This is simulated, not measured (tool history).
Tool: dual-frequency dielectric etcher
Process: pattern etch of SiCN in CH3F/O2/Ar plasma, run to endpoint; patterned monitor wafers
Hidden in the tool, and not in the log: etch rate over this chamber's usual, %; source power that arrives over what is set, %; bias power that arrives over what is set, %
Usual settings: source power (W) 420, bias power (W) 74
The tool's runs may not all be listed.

run	hour	source power (W)	bias power (W)	wafers since the last listed run	hours since the last wet clean	hours since the last source power generator calibration	hours since the last bias power generator calibration	hours since the last upper electrode change	incoming incoming film thickness, nm	endpoint time (s)
1	0	420	74	0	467.5	1954.4	2660.1	3838.8	8.71	22.1
2	12.6	420	74	135	480.1	1967	2672.7	3851.4	8.89	22.3
3	20.7	420	74	86	488.2	1975.1	2680.8	3859.5	8.74	21.9
4	36.7	420	74	171	504.2	1991.1	2696.8	3875.5	8.81	22.2
5	44.8	420	74	86	512.3	1999.2	2704.9	3883.6	8.83	22.2
# hour 57.6: source power generator calibrated
6	58.1	420	74	99	525.6	0.5	2718.2	3896.9	8.77	22
7	65.5	420	74	79	533	7.9	2725.6	3904.3	8.76	21.9
8	81.1	330	79	167	548.6	23.5	2741.2	3919.9	8.84	23.8
# hour 109: bias power generator calibrated
# hour 117.1: wet clean of the chamber
# hour 120.4: upper electrode replaced
9	120.9	510	64	261	3.8	63.3	11.9	0.5	8.89	23
10	121.3	380	80	4	4.2	63.7	12.3	0.9	8.88	23.2
11	124	420	74	28	6.9	66.4	15	3.6	8.79	22.9
12	140.4	420	74	176	23.3	82.8	31.4	20	8.77	22.8
13	156.3	350	74	170	39.2	98.7	47.3	35.9	8.87	24.8
14	166.4	320	58	108	49.3	108.8	57.4	46	8.8	29.1

The same runs without the tool's hidden state, with the same run-to-run variation:
run	endpoint time (s)
1	22.9
2	23.1
3	22.7
4	23
5	23.1
6	22.9
7	22.8
8	24.8
9	23.1
10	23.3
11	23
12	23
13	25
14	29.4

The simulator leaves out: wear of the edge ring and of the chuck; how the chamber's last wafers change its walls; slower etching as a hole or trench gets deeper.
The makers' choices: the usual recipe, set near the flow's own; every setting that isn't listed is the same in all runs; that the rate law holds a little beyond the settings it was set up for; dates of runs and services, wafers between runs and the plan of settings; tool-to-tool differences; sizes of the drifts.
